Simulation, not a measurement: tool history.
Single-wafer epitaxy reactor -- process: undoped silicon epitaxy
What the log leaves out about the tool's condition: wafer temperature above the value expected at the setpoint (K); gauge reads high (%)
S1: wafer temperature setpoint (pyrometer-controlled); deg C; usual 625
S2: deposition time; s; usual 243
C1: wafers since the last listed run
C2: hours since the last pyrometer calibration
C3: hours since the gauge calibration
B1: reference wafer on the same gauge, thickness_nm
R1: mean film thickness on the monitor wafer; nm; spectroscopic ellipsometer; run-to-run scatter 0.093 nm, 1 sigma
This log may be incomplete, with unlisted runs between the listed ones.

run	day	S1	S2	C1	C2	C3	B1	R1
1	0.000	625	243	0	1578.0	187.8	26.908	25.909
2	0.629	625	243	82	1593.1	202.9	26.942	26.039
3	1.096	625	243	61	1604.3	214.1	26.841	26.002
4	1.733	625	258	83	1619.6	229.4	26.917	27.675
5	2.242	625	258	66	1631.8	241.6	26.923	27.846
6	2.788	618	273	71	1644.9	254.7	26.875	25.730
# day 3.229: gauge calibrated
7	3.475	618	273	89	1661.4	5.9	26.897	25.576
8	3.862	618	273	50	1670.7	15.2	26.887	25.667
9	4.525	625	243	86	1686.6	31.1	26.877	26.196
# day 5.008: pyrometer calibrated
10	5.029	619	199	22	0.5	43.2	26.911	20.091
11	5.288	629	264	33	6.7	49.4	26.875	32.508
12	5.842	614	243	72	20.0	62.7	26.851	22.226
13	6.267	625	243	55	30.2	72.9	26.923	27.713
# day 6.842: pyrometer calibrated, repeated, since the last time left the tool worse
14	6.862	625	243	34	0.5	87.2	26.894	23.610
15	8.338	630	216	192	35.9	122.6	26.925	23.317
16	8.817	630	216	62	47.4	134.1	26.883	23.210
17	9.538	625	269	94	64.7	151.4	26.862	26.234
18	9.962	625	226	55	74.9	161.6	26.887	21.892
19	10.300	625	270	44	83.0	169.7	26.887	26.414

Predict each of these 5 candidate next runs independently; none follows another, all start after run 19:
A	10.321	625	243	2	83.5	170.2	?	?
B	10.321	616	263	2	83.5	170.2	?	?
C	10.321	618	207	2	83.5	170.2	?	?
D	10.321	618	259	2	83.5	170.2	?	?
E	10.321	636	282	2	83.5	170.2	?	?

run	B1	R1
A	26.851	23.567
B	26.851	21.220
C	26.851	17.404
D	26.851	21.776
E	26.851	34.097
Without the tool's hidden state the same runs would have given:
run	R1
A	23.640
B	21.287
C	17.459
D	21.844
E	34.200

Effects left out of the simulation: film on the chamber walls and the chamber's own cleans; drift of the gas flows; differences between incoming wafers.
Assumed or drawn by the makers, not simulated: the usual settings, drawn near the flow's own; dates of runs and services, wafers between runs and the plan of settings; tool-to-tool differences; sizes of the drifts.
